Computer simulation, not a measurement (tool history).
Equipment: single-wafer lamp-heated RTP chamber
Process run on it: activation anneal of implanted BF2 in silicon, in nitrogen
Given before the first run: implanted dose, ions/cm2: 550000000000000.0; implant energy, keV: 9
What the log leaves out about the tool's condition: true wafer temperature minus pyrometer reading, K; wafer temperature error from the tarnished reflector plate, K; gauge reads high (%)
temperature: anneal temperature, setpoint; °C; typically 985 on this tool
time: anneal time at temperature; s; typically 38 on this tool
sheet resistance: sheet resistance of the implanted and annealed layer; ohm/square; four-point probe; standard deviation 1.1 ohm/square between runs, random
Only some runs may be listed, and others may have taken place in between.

| run | hour | temperature | time | wafers since the last listed run | wafers since the last pyrometer calibration | wafers since the reflector plate was cleaned | hours since the gauge calibration | read-back reference wafer on the same gauge, sheet resistance | sheet resistance |
|---|---|---|---|---|---|---|---|---|---|
| 1 | 0 | 985 | 38 | 0 | 2142 | 2257 | 154.3 | 318.09 | 295.1 |
| 2 | 63.3 | 985 | 38 | 1302 | 3445 | 3560 | 217.6 | 318.57 | 294.39 |
|  | 178.6 | pyrometer window cleaned and pyrometer calibrated |
| 3 | 200.3 | 998 | 32 | 2655 | 446 | 6215 | 354.6 | 318.16 | 282.74 |
|  | 260.5 | reflector plate cleaned |
| 4 | 270.9 | 985 | 38 | 1288 | 1735 | 214 | 425.2 | 318.26 | 293.59 |
| 5 | 332.3 | 985 | 38 | 1263 | 2998 | 1478 | 486.6 | 318.49 | 292.66 |
| 6 | 360.6 | 985 | 38 | 582 | 3581 | 2061 | 514.9 | 317.77 | 293.38 |
|  | 435.3 | pyrometer window cleaned and pyrometer calibrated |
| 7 | 538.8 | 985 | 38 | 3503 | 2131 | 5564 | 693.1 | 318.26 | 296 |
| 8 | 586.9 | 985 | 38 | 989 | 3121 | 6554 | 741.2 | 317.85 | 293.83 |
| 9 | 613.7 | 985 | 38 | 551 | 3672 | 7105 | 768 | 317.81 | 295.67 |
|  | 663.3 | reflector plate cleaned |
| 10 | 668.2 | 985 | 38 | 957 | 4629 | 101 | 822.5 | 318.7 | 294.73 |
|  | 714.2 | pyrometer window cleaned and pyrometer calibrated |
| 11 | 735.5 | 985 | 38 | 1220 | 437 | 1321 | 889.8 | 318.19 | 296.18 |
| 12 | 883 | 966 | 24 | 3035 | 3473 | 4357 | 1037.3 | 317.69 | 359.87 |
| 13 | 945.2 | 961 | 57 | 1280 | 4753 | 5637 | 1099.5 | 318.46 | 319.59 |
|  | 957.6 | pyrometer window cleaned and pyrometer calibrated |
|  | 999.1 | gauge calibrated |
| 14 | 1013.8 | 1007 | 57 | 1247 | 1156 | 6884 | 14.7 | 317.8 | 256.61 |
|  | 1027.5 | reflector plate cleaned |
| 15 | 1048.4 | 966 | 31 | 547 | 1703 | 430 | 49.3 | 318.1 | 341.34 |
| 16 | 1100.4 | 962 | 19 | 1070 | 2774 | 1500 | 101.3 | 317.62 | 389.06 |
| 17 | 1136.1 | 985 | 38 | 734 | 3508 | 2235 | 137 | 318.38 | 294.61 |
| 18 | 1175.6 | 985 | 38 | 812 | 4321 | 3048 | 176.5 | 318.3 | 294.39 |
|  | 1185.1 | pyrometer window cleaned and pyrometer calibrated |
| 19 | 1246.2 | 998 | 51 | 1288 | 1258 | 4336 | 247.1 | 318.27 | 270.38 |
| 20 | 1277.1 | 993 | 61 | 635 | 1894 | 4972 | 278 | 318.05 | 270.51 |

5 options for the next run, each taken on its own from the tool as it stands now. Forecast them:
| A | 1277.5 | 985 | 38 | 8 | 1902 | 4980 | 278.4 | ? | ? |
| B | 1277.5 | 967 | 30 | 8 | 1902 | 4980 | 278.4 | ? | ? |
| C | 1277.5 | 985 | 19 | 8 | 1902 | 4980 | 278.4 | ? | ? |
| D | 1277.5 | 976 | 51 | 8 | 1902 | 4980 | 278.4 | ? | ? |
| E | 1277.5 | 962 | 60 | 8 | 1902 | 4980 | 278.4 | ? | ? |

| run | read-back reference wafer on the same gauge, sheet resistance | sheet resistance |
|---|---|---|
| A | 318.32 | 293.6 |
| B | 318.32 | 341.43 |
| C | 318.32 | 320.7 |
| D | 318.32 | 296.65 |
| E | 318.32 | 313.28 |
Take away the tool's hidden state, keep each run's random variation, and the runs would have read:
| run | sheet resistance |
|---|---|
| A | 293.6 |
| B | 341.43 |
| C | 320.7 |
| D | 296.65 |
| E | 313.28 |
